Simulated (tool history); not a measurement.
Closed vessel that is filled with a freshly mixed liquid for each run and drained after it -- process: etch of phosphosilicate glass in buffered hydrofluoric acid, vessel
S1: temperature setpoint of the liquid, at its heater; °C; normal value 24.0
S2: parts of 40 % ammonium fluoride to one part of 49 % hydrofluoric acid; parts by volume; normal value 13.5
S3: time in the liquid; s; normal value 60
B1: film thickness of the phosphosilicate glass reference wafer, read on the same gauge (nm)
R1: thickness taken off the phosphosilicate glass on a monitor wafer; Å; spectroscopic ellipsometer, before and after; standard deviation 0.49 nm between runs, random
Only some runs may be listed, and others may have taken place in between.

run	day	S1	S2	S3	B1	R1
1	0.000	23.0	13.5	60	30.00	1738.4
2	0.729	23.0	13.5	60	29.99	1750.2
3	1.238	24.0	13.5	60	29.99	1847.7
4	1.688	24.0	13.5	60	30.00	1852.8
5	3.458	24.0	13.5	60	30.00	1879.2
6	3.912	24.0	13.5	60	30.00	1880.2
# day 4.258: gauge calibrated
7	4.262	24.0	13.5	60	30.01	1884.1
# day 4.838: thermometer replaced
8	4.892	24.0	17.5	60	29.98	1292.0
9	5.333	24.0	17.5	60	30.01	1288.4
10	5.638	24.0	13.5	80	30.02	2231.4
11	6.371	24.0	13.5	50	29.99	1396.6
12	6.917	24.0	13.5	60	30.00	1677.8
13	7.225	24.0	13.5	80	30.00	2235.3
14	7.833	24.0	16.0	60	29.99	1429.9
# day 8.017: hydrofluoric acid flow meter replaced
15	8.158	24.0	13.5	60	30.00	1541.8
16	8.846	25.5	16.5	50	29.99	1148.3
17	9.217	19.0	18.5	60	30.00	859.2
18	9.688	24.0	15.5	60	29.99	1357.1
19	10.208	29.0	13.5	60	30.01	2045.8
20	10.746	24.0	15.0	60	30.00	1410.9

Consider 3 possible next runs. They are alternatives, not a sequence: every one starts from the tool as it was left by run 20. What does each give?
A	10.775	24.0	13.5	60	?	?
B	10.775	28.0	13.5	60	?	?
C	10.775	24.0	19.0	60	?	?

run	B1	R1
A	29.98	1568.8
B	29.98	1945.2
C	29.98	1121.1
Had the tool no hidden state, the same runs would have come out as:
run	R1
A	1499.5
B	1860.3
C	1071.4
